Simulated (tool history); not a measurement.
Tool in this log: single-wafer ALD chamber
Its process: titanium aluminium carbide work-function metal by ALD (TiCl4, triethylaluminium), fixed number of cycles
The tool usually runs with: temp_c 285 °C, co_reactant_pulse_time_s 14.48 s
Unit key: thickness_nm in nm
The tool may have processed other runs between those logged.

run,hour,temp_c,co_reactant_pulse_time_s,"read-back reference wafer on the same gauge, thickness_nm",thickness_nm
1,0,285,14.48,2.208,1.855
2,14.1,285,14.48,2.214,1.848
3,33.5,285,14.48,2.208,1.846
4,59.9,285,14.48,2.215,1.866
5,85.4,285,14.48,2.211,1.864
6,97.8,285,14.48,2.209,1.851
7,116.6,285,14.48,2.212,1.852
8,143.2,285,14.48,2.213,1.863
# hour 159.2: showerhead replaced
9,159.7,280,16.86,2.211,1.811
# hour 185.9: thermocouple changed; heater temperature recalibrated
10,186.4,275,18.51,2.209,1.77
11,205.6,285,19.47,2.211,1.86
# hour 228.4: triethylaluminium bottle replaced
12,231.7,297,16.4,2.212,1.963
13,265.5,271,11.49,2.215,1.696
# hour 285.6: gauge calibrated
14,290.8,285,14.48,2.208,1.856
15,311.6,285,14.48,2.208,1.867
16,372.9,293,19.63,2.213,1.951
17,459.3,271,11.49,2.206,1.715

Alternative continuations, all from the tool just after run 17; predict every row:
A,459.7,285,14.48,?,?
B,459.7,298,9.49,?,?
C,459.7,290,9.49,?,?

run,"read-back reference wafer on the same gauge, thickness_nm",thickness_nm
A,2.211,1.855
B,2.211,1.951
C,2.211,1.874
The same runs, with their run-to-run variation unchanged, on a tool lacking any hidden condition would have given:
run,thickness_nm
A,1.855
B,1.951
C,1.874
